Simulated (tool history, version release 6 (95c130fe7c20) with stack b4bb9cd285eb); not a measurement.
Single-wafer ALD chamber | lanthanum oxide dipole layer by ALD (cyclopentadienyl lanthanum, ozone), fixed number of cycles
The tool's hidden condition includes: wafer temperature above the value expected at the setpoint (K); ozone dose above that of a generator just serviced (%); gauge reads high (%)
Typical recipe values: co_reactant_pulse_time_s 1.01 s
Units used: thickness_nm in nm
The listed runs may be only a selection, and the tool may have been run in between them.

run,day,co_reactant_pulse_time_s,wafers since the last listed run,hours since the last thermocouple change,hours since the last ozone generator service,hours since the showerhead was replaced,hours since the gauge calibration,"read-back reference wafer on the same gauge, thickness_nm",thickness_nm
1,0.000,0.78,0,1419.7,1415.0,3376.5,51.3,0.553,0.436
2,2.925,0.78,1642,1489.9,1485.2,3446.7,121.5,0.554,0.429
3,4.554,1.01,915,1529.0,1524.3,3485.8,160.6,0.552,0.469
4,6.633,1.01,1167,1578.9,1574.2,3535.7,210.5,0.553,0.462
# day 8.338: thermocouple changed; heater temperature recalibrated
5,8.896,1.01,1083,13.4,1628.5,3590.0,264.8,0.552,0.460
6,10.250,1.01,760,45.9,1661.0,3622.5,297.3,0.553,0.458
# day 11.125: gauge calibrated
7,11.338,0.71,610,72.0,1687.1,3648.6,5.1,0.552,0.403
# day 12.000: ozone generator serviced
8,12.638,0.86,542,103.2,15.3,3679.8,36.3,0.551,0.478
9,15.558,0.67,1640,173.3,85.4,3749.9,106.4,0.554,0.451
10,16.788,0.72,690,202.8,114.9,3779.4,135.9,0.555,0.461
11,18.988,0.77,1235,255.6,167.7,3832.2,188.7,0.553,0.460
# day 20.092: showerhead replaced
12,20.446,1.01,631,290.6,202.7,8.5,223.7,0.553,0.500
13,23.108,0.71,1495,354.5,266.6,72.4,287.6,0.554,0.452
14,24.225,1.29,627,381.3,293.4,99.2,314.4,0.554,0.526
15,25.550,1.41,744,413.1,325.2,131.0,346.2,0.552,0.537

5 ways to go on from here, each from the tool as it stands after run 15. What would each give?
A,25.567,1.01,9,413.5,325.6,131.4,346.6,?,?
B,25.567,1.35,9,413.5,325.6,131.4,346.6,?,?
C,25.567,0.64,9,413.5,325.6,131.4,346.6,?,?
D,25.567,1.23,9,413.5,325.6,131.4,346.6,?,?
E,25.567,1.20,9,413.5,325.6,131.4,346.6,?,?

run,"read-back reference wafer on the same gauge, thickness_nm",thickness_nm
A,0.553,0.492
B,0.553,0.523
C,0.553,0.436
D,0.553,0.514
E,0.553,0.511
What these runs would have given with no unlogged condition in the tool:
run,thickness_nm
A,0.494
B,0.524
C,0.438
D,0.515
E,0.512
